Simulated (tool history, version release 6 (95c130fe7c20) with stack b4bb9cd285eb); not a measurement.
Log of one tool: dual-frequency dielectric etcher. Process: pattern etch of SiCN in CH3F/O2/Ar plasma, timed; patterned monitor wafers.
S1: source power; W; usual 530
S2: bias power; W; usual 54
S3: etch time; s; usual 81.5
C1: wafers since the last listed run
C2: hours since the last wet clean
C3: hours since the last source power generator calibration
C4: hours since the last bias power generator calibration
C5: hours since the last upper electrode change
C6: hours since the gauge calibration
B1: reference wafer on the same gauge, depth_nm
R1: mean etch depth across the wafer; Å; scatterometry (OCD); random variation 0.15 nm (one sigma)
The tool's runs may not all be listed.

run	hour	S1	S2	S3	C1	C2	C3	C4	C5	C6	B1	R1
1	0	530	54	98.5	0	828.3	3254.1	3425.3	162.9	176.2	24.29	350.5
# hour 59: wet clean of the chamber
2	85.5	530	54	98.5	722	26.5	3339.6	3510.8	248.4	261.7	24.31	351.3
3	157.8	530	54	81.5	849	98.8	3411.9	3583.1	320.7	334	24.29	291.7
4	230.7	420	54	72.5	856	171.7	3484.8	3656	393.6	406.9	24.29	231.3
# hour 452.1: bias power generator calibrated
5	468.2	470	50	58	2742	409.2	3722.3	16.1	631.1	644.4	24.31	193.3
# hour 538.5: source power generator calibrated
6	563.6	530	64	81.5	1073	504.6	25.1	111.5	726.5	739.8	24.3	297.4
7	608.7	610	54	81.5	529	549.7	70.2	156.6	771.6	784.9	24.31	303.6
8	678.4	530	59	81.5	818	619.4	139.9	226.3	841.3	854.6	24.3	289.7
9	757.6	530	54	69.5	930	698.6	219.1	305.5	920.5	933.8	24.29	245.5
# hour 795.6: wet clean of the chamber
10	799.6	530	49	92.5	211	4	261.1	347.5	962.5	975.8	24.3	315.9
11	882.3	530	59	81.5	971	86.7	343.8	430.2	1045.2	1058.5	24.31	291.1
12	1037.3	530	54	81.5	1820	241.7	498.8	585.2	1200.2	1213.5	24.28	286.9
13	1126.2	410	54	90	1044	330.6	587.7	674.1	1289.1	1302.4	24.3	282.9
14	1199.9	530	54	81.5	865	404.3	661.4	747.8	1362.8	1376.1	24.3	286.8
15	1280	410	66	95.5	940	484.4	741.5	827.9	1442.9	1456.2	24.31	311.2
# hour 1437.8: source power generator calibrated, repeated, since the last time left the tool worse
16	1565	530	54	81.5	3300	769.4	127.2	1112.9	1727.9	1741.2	24.3	292.7
# hour 1600.1: wet clean of the chamber
# hour 1607.9: gauge calibrated
17	1636.7	530	62	57.5	560	36.6	198.9	1184.6	1799.6	28.8	24.31	215
18	1744.2	530	54	81.5	1262	144.1	306.4	1292.1	1907.1	136.3	24.29	291.8
19	1794.3	420	54	72.5	588	194.2	356.5	1342.2	1957.2	186.4	24.31	237.7
20	1840.7	590	64	71.5	544	240.6	402.9	1388.6	2003.6	232.8	24.31	280.6
21	1935.3	530	63	81.5	1110	335.2	497.5	1483.2	2098.2	327.4	24.29	300.6
22	2035.2	530	41	81.5	1173	435.1	597.4	1583.1	2198.1	427.3	24.31	276.6
23	2123.2	570	65	67.5	1033	523.1	685.4	1671.1	2286.1	515.3	24.27	260.8
24	2217.7	470	61	71	1109	617.6	779.9	1765.6	2380.6	609.8	24.32	249
25	2308.7	650	61	100.5	1068	708.6	870.9	1856.6	2471.6	700.8	24.29	406.8
26	2357.8	530	54	81.5	576	757.7	920	1905.7	2520.7	749.9	24.29	293.7
# hour 2429.6: wet clean of the chamber
27	2452.2	460	46	74	826	22.6	1014.4	2000.1	2615.1	844.3	24.3	241.8
28	2496.9	610	54	81.5	524	67.3	1059.1	2044.8	2659.8	889	24.3	310.5

Forecast each of these 5 alternatives for the next run:
A	2497.3	530	54	72.5	4	67.7	1059.5	2045.2	2660.2	889.4	?	?
B	2497.3	530	60	81.5	4	67.7	1059.5	2045.2	2660.2	889.4	?	?
C	2497.3	530	50	66	4	67.7	1059.5	2045.2	2660.2	889.4	?	?
D	2497.3	480	44	100	4	67.7	1059.5	2045.2	2660.2	889.4	?	?
E	2497.3	570	48	61.5	4	67.7	1059.5	2045.2	2660.2	889.4	?	?

run	B1	R1
A	24.3	261.3
B	24.3	301
C	24.3	233.9
D	24.3	330.5
E	24.3	222.9
Without the tool's hidden state the same runs would have given:
run	R1
A	261.9
B	301.6
C	234.4
D	331.2
E	223.4
